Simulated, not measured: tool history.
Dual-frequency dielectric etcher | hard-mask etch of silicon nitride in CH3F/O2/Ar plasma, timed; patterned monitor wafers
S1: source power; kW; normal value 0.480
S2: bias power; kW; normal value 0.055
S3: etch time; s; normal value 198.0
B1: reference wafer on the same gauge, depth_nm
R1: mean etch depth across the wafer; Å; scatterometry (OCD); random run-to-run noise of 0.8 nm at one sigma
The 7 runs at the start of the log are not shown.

run	hour	S1	S2	S3	B1	R1
8	83.2	0.480	0.055	198.0	157.5	1342
9	98.0	0.480	0.055	215.5	157.1	1476
10	111.9	0.580	0.043	227.0	157.2	1600
11	127.7	0.370	0.055	164.0	156.9	1013
12	139.9	0.420	0.055	144.5	157.5	931
13	146.3	0.560	0.045	246.0	157.2	1723
14	156.4	0.480	0.046	198.0	156.9	1299
15	163.3	0.430	0.068	235.0	156.9	1618
# hour 201.7: upper electrode replaced
16	202.2	0.400	0.046	169.5	156.7	1054
17	202.6	0.480	0.055	198.0	157.0	1348
18	203.0	0.480	0.065	253.5	157.1	1834
19	210.6	0.480	0.041	248.0	156.9	1597
20	225.6	0.480	0.055	238.0	157.2	1629
21	240.7	0.480	0.055	198.0	157.2	1362
22	256.6	0.480	0.041	248.0	156.8	1600
23	275.2	0.480	0.060	166.0	157.1	1178
24	286.8	0.520	0.048	250.5	157.1	1718
25	294.9	0.410	0.041	143.5	157.1	864
26	303.0	0.480	0.055	227.0	157.0	1570
27	320.9	0.480	0.055	232.0	157.1	1610
28	328.9	0.570	0.055	198.0	156.8	1473

Forecast run 29:
29	340.6	0.480	0.055	198.0	?	?

B1: 156.9
R1: 1369 Å
With the hidden condition absent and the run-to-run variation left alone, this run would have shown R1 1345 Å.
